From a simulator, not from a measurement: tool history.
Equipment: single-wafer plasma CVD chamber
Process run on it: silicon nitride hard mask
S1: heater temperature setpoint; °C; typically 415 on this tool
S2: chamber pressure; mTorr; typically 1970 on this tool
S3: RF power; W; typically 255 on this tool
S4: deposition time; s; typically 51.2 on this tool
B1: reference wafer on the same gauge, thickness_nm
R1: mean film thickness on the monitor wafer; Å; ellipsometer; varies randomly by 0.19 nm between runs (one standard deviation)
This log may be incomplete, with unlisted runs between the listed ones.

run	hour	S1	S2	S3	S4	B1	R1
1	0.0	415	1970	220	51.2	58.793	478.76
2	65.2	415	1970	220	51.2	58.811	476.38
3	144.4	415	1970	220	51.2	58.753	477.64
4	244.7	426	1970	230	51.2	58.742	486.81
5	301.4	426	1970	230	51.2	58.804	484.03
6	398.6	426	1970	230	51.2	58.732	486.82
7	483.9	415	1970	255	51.2	58.777	514.29
# hour 649.1: showerhead replaced
8	739.9	415	1970	255	51.2	58.738	509.47
9	797.7	415	1970	255	51.2	58.825	508.59
10	869.8	415	1970	255	51.2	58.800	504.27
11	907.4	422	1970	255	51.2	58.862	506.14
12	974.7	415	1970	255	51.2	58.765	506.53

Run 13 is up next; what results do you expect?
# hour 1010.2: RF generator calibrated
13	1062.6	419	1970	255	51.2	?	?

{"run 13": {"B1": 58.82, "R1": 527.82}}
Take away the tool's hidden state, keep the run-to-run variation as it was, and the same run would have given R1 520.48 Å.
